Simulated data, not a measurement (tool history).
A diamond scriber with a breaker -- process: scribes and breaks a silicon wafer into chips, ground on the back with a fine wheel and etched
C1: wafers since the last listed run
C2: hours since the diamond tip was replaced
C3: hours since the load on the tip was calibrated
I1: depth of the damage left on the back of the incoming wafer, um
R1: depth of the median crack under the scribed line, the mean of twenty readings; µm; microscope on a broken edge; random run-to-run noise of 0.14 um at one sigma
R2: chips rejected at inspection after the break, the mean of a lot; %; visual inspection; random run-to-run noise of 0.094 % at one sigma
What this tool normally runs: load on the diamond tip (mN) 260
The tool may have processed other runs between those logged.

Run 1, hour 0: usual settings; C1 0; C2 847.8; C3 1341.2; I1 0.58. Result: R1 8.84 µm, R2 4.05 %.
Run 2, hour 10.2: usual settings; C1 82; C2 858; C3 1351.4; I1 0.69. Result: R1 8.83 µm, R2 4.24 %.
Run 3, hour 19: usual settings; C1 71; C2 866.8; C3 1360.2; I1 0.45. Result: R1 8.91 µm, R2 4.84 %.
Run 4, hour 33.6: usual settings; C1 118; C2 881.4; C3 1374.8; I1 0.77. Result: R1 8.93 µm, R2 4.56 %.
Run 5, hour 45.7: usual settings; C1 97; C2 893.5; C3 1386.9; I1 0.76. Result: R1 8.51 µm, R2 5.08 %.
Run 6, hour 62.6: usual settings but load on the diamond tip (mN) 276; C1 136; C2 910.4; C3 1403.8; I1 0.41. Result: R1 9.12 µm, R2 4.41 %.
Run 7, hour 75.1: usual settings; C1 101; C2 922.9; C3 1416.3; I1 0.68. Result: R1 8.78 µm, R2 5.17 %.
Run 8, hour 88.8: usual settings; C1 110; C2 936.6; C3 1430; I1 0.47. Result: R1 8.52 µm, R2 5.19 %.
Run 9, hour 98.4: usual settings; C1 77; C2 946.2; C3 1439.6; I1 0.4. Result: R1 8.68 µm, R2 5 %.
Run 10, hour 115.2: usual settings; C1 135; C2 963; C3 1456.4; I1 0.46. Result: R1 8.53 µm, R2 5.62 %.
Run 11, hour 131.7: usual settings; C1 133; C2 979.5; C3 1472.9; I1 0.68. Result: R1 8.57 µm, R2 5.46 %.
Run 12, hour 145.8: usual settings; C1 113; C2 993.6; C3 1487; I1 0.77. Result: R1 8.48 µm, R2 5.88 %.
At hour 149.3: load on the tip recalibrated.
Run 13, hour 156.3: usual settings; C1 68; C2 1004.1; C3 7; I1 0.62. Result: R1 8.41 µm, R2 5.9 %.
At hour 163.1: diamond tip replaced by a new one.
Run 14, hour 173.3: usual settings but load on the diamond tip (mN) 231; C1 121; C2 10.2; C3 24; I1 0.44. Result: R1 9.81 µm, R2 2.23 %.
Run 15, hour 181.4: usual settings but load on the diamond tip (mN) 231; C1 65; C2 18.3; C3 32.1; I1 0.39. Result: R1 9.86 µm, R2 2.32 %.
Run 16, hour 189.2: usual settings; C1 63; C2 26.1; C3 39.9; I1 0.39. Result: R1 10.41 µm, R2 1.97 %.
Run 17, hour 195.6: usual settings; C1 51; C2 32.5; C3 46.3; I1 0.63. Result: R1 10.28 µm, R2 2.06 %.
Run 18, hour 201.6: usual settings but load on the diamond tip (mN) 231; C1 48; C2 38.5; C3 52.3; I1 0.38. Result: R1 9.67 µm, R2 2.34 %.
Run 19, hour 209.7: usual settings but load on the diamond tip (mN) 299; C1 65; C2 46.6; C3 60.4; I1 0.42. Result: R1 11.11 µm, R2 2.56 %.
Run 20, hour 225.2: usual settings; C1 125; C2 62.1; C3 75.9; I1 0.64. Result: R1 10.37 µm, R2 1.95 %.
Run 21, hour 271.5: usual settings but load on the diamond tip (mN) 235; C1 374; C2 108.4; C3 122.2; I1 0.78. Result: R1 9.91 µm, R2 2.23 %.
Run 22, hour 287.2: usual settings but load on the diamond tip (mN) 195; C1 126; C2 124.1; C3 137.9; I1 0.51. Result: R1 9.02 µm, R2 4.2 %.
Run 23, hour 299.2: usual settings; C1 97; C2 136.1; C3 149.9; I1 0.31. Result: R1 10.4 µm, R2 1.85 %.
Run 24, hour 307: usual settings but load on the diamond tip (mN) 202; C1 63; C2 143.9; C3 157.7; I1 0.57. Result: R1 9.05 µm, R2 3.43 %.
Run 25, hour 320.9: usual settings but load on the diamond tip (mN) 209; C1 112; C2 157.8; C3 171.6; I1 0.45. Result: R1 9.2 µm, R2 3.1 %.
Run 26, hour 329.3: usual settings; C1 67; C2 166.2; C3 180; I1 0.34. Result: R1 10.53 µm, R2 2.03 %.
Run 27, hour 336.6: usual settings; C1 59; C2 173.5; C3 187.3; I1 0.56. Result: R1 10.11 µm, R2 2 %.
Run 28, hour 353.9: usual settings but load on the diamond tip (mN) 188; C1 139; C2 190.8; C3 204.6; I1 0.6. Result: R1 8.77 µm, R2 4.25 %.

For run 29, what comes out?
Run 29, hour 371.8: usual settings but load on the diamond tip (mN) 320; C1 144; C2 208.7; C3 222.5; I1 0.63. Result: R1 ?, R2 ?.

Run 29 produced R1 11.69 µm, R2 2.89 %.
Without the tool's hidden state the same run would have given R1 11.8 µm, R2 3.06 %.
